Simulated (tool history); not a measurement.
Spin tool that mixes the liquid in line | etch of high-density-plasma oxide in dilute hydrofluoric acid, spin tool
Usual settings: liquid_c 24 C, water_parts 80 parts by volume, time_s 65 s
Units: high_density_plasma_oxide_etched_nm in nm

run	hour	liquid_c	water_parts	time_s	read-back film thickness of the high-density-plasma oxide reference wafer, read on the same gauge (nm)	high_density_plasma_oxide_etched_nm
1	0	24	90	85	70.01	6.69
2	24.8	24	90	85	70	6.71
3	71.5	24	90	85	70.02	6.76
4	105.1	24	80	65	69.98	5.83
5	135.3	24	80	65	70	5.87
6	182.2	24	80	65	69.98	5.83
7	233.9	24	80	65	69.99	5.88
8	288.6	24	80	65	70	5.95
9	360.1	24	95	65	69.99	4.87
10	394.5	24	80	65	70.01	5.91
11	428.1	24	80	65	69.99	5.92
12	496.1	24	80	65	70	5.92
13	542.9	24	80	65	70.02	5.86
14	574	27.5	45	30	70.01	5.88
# hour 613.8: thermometer replaced
# hour 629.2: hydrofluoric acid flow meter replaced
15	632.7	27.5	120	30	69.99	2.03
16	677.9	21	80	105	70	8.76
# hour 710: gauge calibrated
17	736.6	19.5	55	35	69.98	4.14
18	788	24	80	65	70	6.06
19	818.1	24	80	65	70.02	6.14
20	876.3	20.5	55	50	70	6.08
21	944.1	27	100	65	70	5.47
22	992.7	27	80	65	70.01	6.98
23	1043.9	28.5	80	30	69.99	3.46
24	1102.5	27.5	120	30	70.01	2.11
25	1155	24	80	65	70	6.24

Forecast each of these 5 alternatives for the next run:
A	1155.4	24	80	65	?	?
B	1155.4	24	80	30	?	?
C	1155.4	20.5	55	45	?	?
D	1155.4	24	100	35	?	?
E	1155.4	24	80	35	?	?

run	read-back film thickness of the high-density-plasma oxide reference wafer, read on the same gauge (nm)	high_density_plasma_oxide_etched_nm
A	70	6.18
B	70	2.85
C	70	5.54
D	70	2.6
E	70	3.33
Without the tool's hidden state the same runs would have given:
run	high_density_plasma_oxide_etched_nm
A	6.05
B	2.79
C	5.44
D	2.54
E	3.26

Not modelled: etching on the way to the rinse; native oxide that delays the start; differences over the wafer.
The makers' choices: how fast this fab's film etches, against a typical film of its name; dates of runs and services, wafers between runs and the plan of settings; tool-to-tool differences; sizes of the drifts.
